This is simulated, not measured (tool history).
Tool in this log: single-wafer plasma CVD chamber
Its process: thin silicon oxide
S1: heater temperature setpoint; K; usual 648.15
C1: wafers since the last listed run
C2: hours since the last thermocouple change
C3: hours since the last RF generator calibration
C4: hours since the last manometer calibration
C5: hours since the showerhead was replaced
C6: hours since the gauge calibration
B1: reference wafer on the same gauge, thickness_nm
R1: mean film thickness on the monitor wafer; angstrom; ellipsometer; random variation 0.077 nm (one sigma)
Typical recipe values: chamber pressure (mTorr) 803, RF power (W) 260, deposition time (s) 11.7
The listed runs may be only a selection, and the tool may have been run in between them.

Run 1, hour 0: usual settings but deposition time (s) 11.2; C1 0; C2 1768.8; C3 1643.4; C4 2108.2; C5 6960.5; C6 212.8; B1 22.393. Result: R1 198.36 angstrom.
Run 2, hour 16.7: usual settings; C1 744; C2 1785.5; C3 1660.1; C4 2124.9; C5 6977.2; C6 229.5; B1 22.415. Result: R1 205.74 angstrom.
Run 3, hour 29.3: usual settings; C1 562; C2 1798.1; C3 1672.7; C4 2137.5; C5 6989.8; C6 242.1; B1 22.399. Result: R1 208.75 angstrom.
At hour 50.4: capacitance manometer re-zeroed and calibrated.
Run 4, hour 50.9: usual settings; C1 606; C2 1819.7; C3 1694.3; C4 0.5; C5 7011.4; C6 263.7; B1 22.386. Result: R1 205.91 angstrom.
Run 5, hour 60.3: usual settings but chamber pressure (mTorr) 645; C1 419; C2 1829.1; C3 1703.7; C4 9.9; C5 7020.8; C6 273.1; B1 22.408. Result: R1 163.79 angstrom.
Run 6, hour 74.4: usual settings; C1 628; C2 1843.2; C3 1717.8; C4 24; C5 7034.9; C6 287.2; B1 22.421. Result: R1 207.26 angstrom.
Run 7, hour 84.4: usual settings but chamber pressure (mTorr) 647; C1 446; C2 1853.2; C3 1727.8; C4 34; C5 7044.9; C6 297.2; B1 22.398. Result: R1 165.57 angstrom.
Run 8, hour 93.6: usual settings; C1 410; C2 1862.4; C3 1737; C4 43.2; C5 7054.1; C6 306.4; B1 22.402. Result: R1 207.26 angstrom.
Run 9, hour 105.5: usual settings; C1 530; C2 1874.3; C3 1748.9; C4 55.1; C5 7066; C6 318.3; B1 22.396. Result: R1 207.22 angstrom.
Run 10, hour 120.4: usual settings; C1 664; C2 1889.2; C3 1763.8; C4 70; C5 7080.9; C6 333.2; B1 22.407. Result: R1 207.92 angstrom.
Run 11, hour 172.7: usual settings but S1 635.15 K, chamber pressure (mTorr) 897, RF power (W) 245, deposition time (s) 10.1; C1 2332; C2 1941.5; C3 1816.1; C4 122.3; C5 7133.2; C6 385.5; B1 22.408. Result: R1 191.15 angstrom.
Run 12, hour 179: usual settings but S1 641.15 K, chamber pressure (mTorr) 993, deposition time (s) 12.5; C1 281; C2 1947.8; C3 1822.4; C4 128.6; C5 7139.5; C6 391.8; B1 22.41. Result: R1 266.82 angstrom.
At hour 181.8: gauge calibrated.
Run 13, hour 189.2: usual settings but S1 662.15 K; C1 454; C2 1958; C3 1832.6; C4 138.8; C5 7149.7; C6 7.4; B1 22.404. Result: R1 203.88 angstrom.
At hour 206.6: RF generator calibrated.
Run 14, hour 207.1: usual settings; C1 441; C2 1975.9; C3 0.5; C4 156.7; C5 7167.6; C6 25.3; B1 22.41. Result: R1 205.66 angstrom.
Run 15, hour 208.7: usual settings but S1 659.15 K, RF power (W) 280, deposition time (s) 13.7; C1 71; C2 1977.5; C3 2.1; C4 158.3; C5 7169.2; C6 26.9; B1 22.392. Result: R1 252.66 angstrom.
Run 16, hour 217.9: usual settings; C1 410; C2 1986.7; C3 11.3; C4 167.5; C5 7178.4; C6 36.1; B1 22.409. Result: R1 206.59 angstrom.
Run 17, hour 225.8: usual settings but S1 642.15 K, chamber pressure (mTorr) 892; C1 352; C2 1994.6; C3 19.2; C4 175.4; C5 7186.3; C6 44; B1 22.403. Result: R1 228.34 angstrom.
At hour 242.5: thermocouple changed; heater temperature recalibrated.
At hour 248.1: showerhead replaced.
Run 18, hour 248.6: usual settings but S1 637.15 K, chamber pressure (mTorr) 690, RF power (W) 220; C1 408; C2 6.1; C3 42; C4 198.2; C5 0.5; C6 66.8; B1 22.414. Result: R1 160.65 angstrom.
Run 19, hour 254: usual settings but chamber pressure (mTorr) 878; C1 240; C2 11.5; C3 47.4; C4 203.6; C5 5.9; C6 72.2; B1 22.384. Result: R1 224.09 angstrom.
Run 20, hour 266.1: usual settings but deposition time (s) 11; C1 539; C2 23.6; C3 59.5; C4 215.7; C5 18; C6 84.3; B1 22.399. Result: R1 194.99 angstrom.
Run 21, hour 272.6: usual settings; C1 289; C2 30.1; C3 66; C4 222.2; C5 24.5; C6 90.8; B1 22.406. Result: R1 205.99 angstrom.
Run 22, hour 287: usual settings but RF power (W) 220, deposition time (s) 12.7; C1 642; C2 44.5; C3 80.4; C4 236.6; C5 38.9; C6 105.2; B1 22.388. Result: R1 201.5 angstrom.
Run 23, hour 293.9: usual settings but S1 657.15 K, chamber pressure (mTorr) 859, RF power (W) 300; C1 307; C2 51.4; C3 87.3; C4 243.5; C5 45.8; C6 112.1; B1 22.416. Result: R1 238.1 angstrom.
Run 24, hour 310.6: usual settings; C1 744; C2 68.1; C3 104; C4 260.2; C5 62.5; C6 128.8; B1 22.401. Result: R1 206.89 angstrom.
Run 25, hour 319.2: usual settings but S1 658.15 K, RF power (W) 240; C1 383; C2 76.7; C3 112.6; C4 268.8; C5 71.1; C6 137.4; B1 22.4. Result: R1 195.97 angstrom.
Run 26, hour 327.7: usual settings but chamber pressure (mTorr) 640, RF power (W) 235; C1 379; C2 85.2; C3 121.1; C4 277.3; C5 79.6; C6 145.9; B1 22.398. Result: R1 152.45 angstrom.
Run 27, hour 342.3: usual settings but S1 644.15 K, chamber pressure (mTorr) 969, deposition time (s) 9.5; C1 651; C2 99.8; C3 135.7; C4 291.9; C5 94.2; C6 160.5; B1 22.386. Result: R1 198.11 angstrom.
Run 28, hour 366.4: usual settings but chamber pressure (mTorr) 877, deposition time (s) 13.5; C1 1074; C2 123.9; C3 159.8; C4 316; C5 118.3; C6 184.6; B1 22.404. Result: R1 258.12 angstrom.
Run 29, hour 389.2: usual settings; C1 1017; C2 146.7; C3 182.6; C4 338.8; C5 141.1; C6 207.4; B1 22.404. Result: R1 206.65 angstrom.

Below are 4 alternative next runs, each starting from the tool's condition after run 29. Predict each:
Run A, hour 389.6: usual settings but chamber pressure (mTorr) 922; C1 17; C2 147.1; C3 183; C4 339.2; C5 141.5; C6 207.8; B1 ?. Result: R1 ?.
Run B, hour 389.6: usual settings but S1 641.15 K, RF power (W) 240; C1 17; C2 147.1; C3 183; C4 339.2; C5 141.5; C6 207.8; B1 ?. Result: R1 ?.
Run C, hour 389.6: usual settings but S1 655.15 K; C1 17; C2 147.1; C3 183; C4 339.2; C5 141.5; C6 207.8; B1 ?. Result: R1 ?.
Run D, hour 389.6: usual settings but S1 662.15 K, chamber pressure (mTorr) 636, RF power (W) 310, deposition time (s) 9.7; C1 17; C2 147.1; C3 183; C4 339.2; C5 141.5; C6 207.8; B1 ?. Result: R1 ?.

run      B1      R1
  A  22.407  234.23
  B  22.407  197.84
  C  22.407  206.41
  D  22.407  146.99
With the hidden condition removed and each run's random variation left untouched, the same runs would have given:
run      R1
  A  234.23
  B  197.84
  C  206.41
  D  146.99
